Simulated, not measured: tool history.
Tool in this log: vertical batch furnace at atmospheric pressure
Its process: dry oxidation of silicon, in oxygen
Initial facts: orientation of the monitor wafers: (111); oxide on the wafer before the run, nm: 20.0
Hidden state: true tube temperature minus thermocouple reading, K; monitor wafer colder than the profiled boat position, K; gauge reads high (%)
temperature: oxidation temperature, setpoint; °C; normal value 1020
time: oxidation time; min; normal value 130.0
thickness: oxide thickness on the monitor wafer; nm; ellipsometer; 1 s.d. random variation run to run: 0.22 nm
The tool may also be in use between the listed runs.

run    hour  temperature   time  wafers since the last listed run  hours since the last temperature calibration  hours since the boat lift was adjusted  hours since the gauge calibration  read-back reference wafer on the same gauge, thickness  thickness
  1     0.0         1020  153.0                                 0                                        2580.9                                  2674.0                              233.8                                                  108.98     130.73
  2    70.8         1020  130.0                               612                                        2651.7                                  2744.8                              304.6                                                  108.97     118.63
  3   175.9         1020  130.0                               908                                        2756.8                                  2849.9                              409.7                                                  109.07     118.91
  4   279.5         1020  130.0                               895                                        2860.4                                  2953.5                              513.3                                                  108.98     119.14
  5   335.3         1020  130.0                               482                                        2916.2                                  3009.3                              569.1                                                  109.02     118.86
  6   406.1         1020  130.0                               612                                        2987.0                                  3080.1                              639.9                                                  108.91     118.84
  7   482.1         1020  130.0                               657                                        3063.0                                  3156.1                              715.9                                                  109.00     118.49
  8   664.1         1020  130.0                              1573                                        3245.0                                  3338.1                              897.9                                                  109.00     119.11
  9   771.1         1020  130.0                               925                                        3352.0                                  3445.1                             1004.9                                                  109.01     119.22
 10   840.2         1020  130.0                               597                                        3421.1                                  3514.2                             1074.0                                                  109.06     119.56
 11   887.6         1010  130.0                               409                                        3468.5                                  3561.6                             1121.4                                                  109.04     112.45
     1009.0  -- thermocouples replaced and temperature profile calibrated
     1082.4  -- gauge calibrated
 12  1140.6         1038   85.5                              1980                                         131.6                                  3814.6                               58.2                                                  108.97     100.69
     1196.5  -- boat lift adjusted
 13  1197.0         1020  130.0                               280                                         188.0                                     0.5                              114.6                                                  108.94     117.82
 14  1261.6         1020  130.0                               558                                         252.6                                    65.1                              179.2                                                  108.95     117.66
 15  1310.5         1013  103.5                               422                                         301.5                                   114.0                              228.1                                                  108.97      98.73
 16  1387.2         1029   74.0                               663                                         378.2                                   190.7                              304.8                                                  108.97      89.07
 17  1423.3          999  130.0                               312                                         414.3                                   226.8                              340.9                                                  109.03     103.10
 18  1471.4         1031  153.5                               415                                         462.4                                   274.9                              389.0                                                  109.05     138.41
 19  1533.5         1010  155.5                               536                                         524.5                                   337.0                              451.1                                                  109.00     122.50
 20  1571.5         1020  130.0                               328                                         562.5                                   375.0                              489.1                                                  108.94     117.71
 21  1669.6         1026  130.0                               848                                         660.6                                   473.1                              587.2                                                  109.03     121.89
 22  1766.8         1012   76.0                               840                                         757.8                                   570.3                              684.4                                                  109.00      82.07

Each row is a separate what-if for the run after 22, all from the same tool condition, not one after another. Results?
  A  1773.7         1020  130.0                                59                                         764.7                                   577.2                              691.3                                                       ?          ?
  B  1773.7         1001  109.0                                59                                         764.7                                   577.2                              691.3                                                       ?          ?
  C  1773.7         1028  130.0                                59                                         764.7                                   577.2                              691.3                                                       ?          ?
  D  1773.7         1020  100.0                                59                                         764.7                                   577.2                              691.3                                                       ?          ?

run  read-back reference wafer on the same gauge, thickness  thickness
  A                                                  108.98     118.17
  B                                                  108.98      94.50
  C                                                  108.98     123.77
  D                                                  108.98     101.39
Without the tool's unlogged condition, the same runs would have read:
run  thickness
  A     118.48
  B      94.76
  C     124.07
  D     101.65
